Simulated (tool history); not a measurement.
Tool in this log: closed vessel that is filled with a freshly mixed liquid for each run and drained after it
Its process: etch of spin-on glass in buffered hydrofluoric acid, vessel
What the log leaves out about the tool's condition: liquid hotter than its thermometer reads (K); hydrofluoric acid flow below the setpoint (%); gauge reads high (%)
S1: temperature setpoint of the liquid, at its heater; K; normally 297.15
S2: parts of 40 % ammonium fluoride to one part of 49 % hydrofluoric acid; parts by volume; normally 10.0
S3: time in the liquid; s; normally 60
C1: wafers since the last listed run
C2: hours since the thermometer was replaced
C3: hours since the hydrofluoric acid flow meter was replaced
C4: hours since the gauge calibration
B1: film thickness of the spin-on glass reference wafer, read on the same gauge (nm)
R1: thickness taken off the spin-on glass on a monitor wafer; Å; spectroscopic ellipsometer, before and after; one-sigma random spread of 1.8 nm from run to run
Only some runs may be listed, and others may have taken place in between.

Run 1, hour 0.0: usual settings; C1 0; C2 252.8; C3 402.4; C4 568.0; B1 110.00. Result: R1 2892.0 Å.
Run 2, hour 49.7: usual settings; C1 3263; C2 302.5; C3 452.1; C4 617.7; B1 109.99. Result: R1 2907.6 Å.
Run 3, hour 130.8: usual settings; C1 5324; C2 383.6; C3 533.2; C4 698.8; B1 110.01. Result: R1 2898.0 Å.
Run 4, hour 189.0: usual settings; C1 3821; C2 441.8; C3 591.4; C4 757.0; B1 110.02. Result: R1 2881.1 Å.
Run 5, hour 236.0: usual settings; C1 3085; C2 488.8; C3 638.4; C4 804.0; B1 109.98. Result: R1 2909.7 Å.
Run 6, hour 340.7: usual settings; C1 6874; C2 593.5; C3 743.1; C4 908.7; B1 109.98. Result: R1 2902.0 Å.
Run 7, hour 415.0: usual settings; C1 4878; C2 667.8; C3 817.4; C4 983.0; B1 109.96. Result: R1 2896.9 Å.
Run 8, hour 511.4: usual settings; C1 6329; C2 764.2; C3 913.8; C4 1079.4; B1 110.02. Result: R1 2907.0 Å.
Run 9, hour 564.9: usual settings; C1 3512; C2 817.7; C3 967.3; C4 1132.9; B1 110.00. Result: R1 2898.2 Å.
Run 10, hour 654.5: usual settings; C1 5882; C2 907.3; C3 1056.9; C4 1222.5; B1 110.00. Result: R1 2869.0 Å.
Run 11, hour 731.7: usual settings; C1 5068; C2 984.5; C3 1134.1; C4 1299.7; B1 110.00. Result: R1 2941.5 Å.
Run 12, hour 829.2: usual settings; C1 6401; C2 1082.0; C3 1231.6; C4 1397.2; B1 110.04. Result: R1 2895.1 Å.
Run 13, hour 866.5: usual settings but S1 294.15 K; C1 2449; C2 1119.3; C3 1268.9; C4 1434.5; B1 110.00. Result: R1 2459.9 Å.
Run 14, hour 907.2: usual settings but S1 295.15 K; C1 2672; C2 1160.0; C3 1309.6; C4 1475.2; B1 110.00. Result: R1 2583.7 Å.
Run 15, hour 963.4: usual settings but S1 295.15 K; C1 3689; C2 1216.2; C3 1365.8; C4 1531.4; B1 110.00. Result: R1 2609.2 Å.
Run 16, hour 1069.9: usual settings but S1 295.15 K; C1 6992; C2 1322.7; C3 1472.3; C4 1637.9; B1 109.98. Result: R1 2598.6 Å.
Run 17, hour 1174.9: usual settings but S2 11.5 parts by volume; C1 6894; C2 1427.7; C3 1577.3; C4 1742.9; B1 109.99. Result: R1 2558.9 Å.
Run 18, hour 1234.5: usual settings; C1 3913; C2 1487.3; C3 1636.9; C4 1802.5; B1 110.02. Result: R1 2950.0 Å.
Run 19, hour 1275.7: usual settings; C1 2705; C2 1528.5; C3 1678.1; C4 1843.7; B1 110.00. Result: R1 2942.4 Å.
Run 20, hour 1379.8: usual settings but S1 295.15 K, S3 75 s; C1 6834; C2 1632.6; C3 1782.2; C4 1947.8; B1 110.00. Result: R1 3302.1 Å.
Run 21, hour 1432.4: usual settings but S1 301.65 K; C1 3453; C2 1685.2; C3 1834.8; C4 2000.4; B1 109.99. Result: R1 3732.6 Å.
Run 22, hour 1499.7: usual settings but S1 292.15 K, S2 8.5 parts by volume, S3 35 s; C1 4418; C2 1752.5; C3 1902.1; C4 2067.7; B1 109.97. Result: R1 1484.9 Å.
Run 23, hour 1607.1: usual settings but S1 298.65 K, S2 7.0 parts by volume, S3 75 s; C1 7051; C2 1859.9; C3 2009.5; C4 2175.1; B1 110.00. Result: R1 5481.5 Å.
Run 24, hour 1646.9: usual settings but S2 12.5 parts by volume, S3 75 s; C1 2613; C2 1899.7; C3 2049.3; C4 2214.9; B1 109.99. Result: R1 2966.6 Å.
At hour 1649.9: hydrofluoric acid flow meter replaced.
Run 25, hour 1746.3: usual settings but S1 295.65 K, S2 8.5 parts by volume, S3 70 s; C1 6460; C2 1999.1; C3 96.4; C4 2314.3; B1 110.02. Result: R1 3768.2 Å.
At hour 1770.6: gauge calibrated.
At hour 1771.7: thermometer replaced.
Run 26, hour 1841.8: usual settings; C1 6204; C2 70.1; C3 191.9; C4 71.2; B1 109.97. Result: R1 2884.8 Å.
Run 27, hour 1939.8: usual settings but S1 301.65 K, S2 6.5 parts by volume, S3 35 s; C1 6434; C2 168.1; C3 289.9; C4 169.2; B1 110.01. Result: R1 3196.5 Å.
Run 28, hour 1992.5: usual settings but S2 12.5 parts by volume, S3 75 s; C1 3460; C2 220.8; C3 342.6; C4 221.9; B1 110.00. Result: R1 2897.6 Å.
Run 29, hour 2049.6: usual settings but S3 30 s; C1 3749; C2 277.9; C3 399.7; C4 279.0; B1 109.99. Result: R1 1454.2 Å.
Run 30, hour 2143.4: usual settings; C1 6158; C2 371.7; C3 493.5; C4 372.8; B1 110.01. Result: R1 2911.9 Å.
Run 31, hour 2210.9: usual settings; C1 4431; C2 439.2; C3 561.0; C4 440.3; B1 110.00. Result: R1 2934.3 Å.
Run 32, hour 2263.6: usual settings but S1 301.15 K, S2 12.0 parts by volume, S3 85 s; C1 3460; C2 491.9; C3 613.7; C4 493.0; B1 110.00. Result: R1 4262.5 Å.
Run 33, hour 2365.7: usual settings; C1 6703; C2 594.0; C3 715.8; C4 595.1; B1 110.00. Result: R1 2902.0 Å.

Predict each of these 4 candidate next runs independently; none follows another, all start after run 33:
Run A, hour 2366.4: usual settings; C1 45; C2 594.7; C3 716.5; C4 595.8; B1 ?. Result: R1 ?.
Run B, hour 2366.4: usual settings but S2 6.5 parts by volume; C1 45; C2 594.7; C3 716.5; C4 595.8; B1 ?. Result: R1 ?.
Run C, hour 2366.4: usual settings but S1 294.15 K, S2 13.5 parts by volume, S3 95 s; C1 45; C2 594.7; C3 716.5; C4 595.8; B1 ?. Result: R1 ?.
Run D, hour 2366.4: usual settings but S3 75 s; C1 45; C2 594.7; C3 716.5; C4 595.8; B1 ?. Result: R1 ?.

run      B1      R1
  A  110.02  2895.6
  B  110.02  4338.8
  C  110.02  2900.1
  D  110.02  3619.4
The same runs, with their run-to-run variation unchanged, on a tool lacking any hidden condition would have given:
run      R1
  A  2869.1
  B  4291.3
  C  2872.4
  D  3586.4

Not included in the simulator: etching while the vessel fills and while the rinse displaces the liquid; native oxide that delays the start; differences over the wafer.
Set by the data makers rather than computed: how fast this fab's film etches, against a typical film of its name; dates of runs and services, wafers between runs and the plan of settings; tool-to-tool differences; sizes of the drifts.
